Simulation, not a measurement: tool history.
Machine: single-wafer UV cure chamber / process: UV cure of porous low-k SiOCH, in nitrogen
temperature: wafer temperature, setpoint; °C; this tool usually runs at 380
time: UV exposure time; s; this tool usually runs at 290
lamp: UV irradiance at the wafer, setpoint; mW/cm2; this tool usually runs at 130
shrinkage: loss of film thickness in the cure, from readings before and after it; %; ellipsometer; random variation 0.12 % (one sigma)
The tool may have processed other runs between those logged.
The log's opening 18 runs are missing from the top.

run    hour  temperature  time  lamp  wafers since the last listed run  hours since the UV bulbs were replaced  wafers since the quartz window was cleaned  shrinkage
 19   995.6          372   125   130                               450                                   469.7                                        1770      9.724
 20  1045.5          393   120   151                               337                                   519.6                                        2108     10.703
 21  1117.2          363   425   144                               485                                   591.3                                        2593     16.026
 22  1149.5          365   445   169                               218                                   623.6                                        2812     16.894
 23  1178.5          388   360   105                               196                                   652.6                                        3008     13.947
 24  1236.6          380   290   161                               393                                   710.7                                        3401     14.834
 25  1307.7          371   225   104                               481                                   781.8                                        3882     11.112
 26  1336.2          380   290   130                               192                                   810.3                                        4075     13.542
     1363.1  -- quartz window cleaned
 27  1392.4          372   290   130                               326                                   866.5                                         198     14.215
 28  1432.0          380   290   130                               267                                   906.1                                         466     14.084
 29  1487.1          374   245   104                               372                                   961.2                                         839     12.077
 30  1529.3          400   335   108                               285                                  1003.4                                        1124     14.396
 31  1559.8          380   165   130                               206                                  1033.9                                        1330     11.335

Consider 4 possible next runs. They are alternatives, not a sequence: every one starts from the tool as it was left by run 31. What does each give?
  A  1560.3          380   290   130                                 3                                  1034.4                                        1334          ?
  B  1560.3          364   465   114                                 3                                  1034.4                                        1334          ?
  C  1560.3          370   130   115                                 3                                  1034.4                                        1334          ?
  D  1560.3          364   290   115                                 3                                  1034.4                                        1334          ?

run  shrinkage
  A     14.028
  B     15.413
  C      9.422
  D     13.087
What these runs would have given with no unlogged condition in the tool:
run  shrinkage
  A     14.544
  B     15.939
  C      9.889
  D     13.595
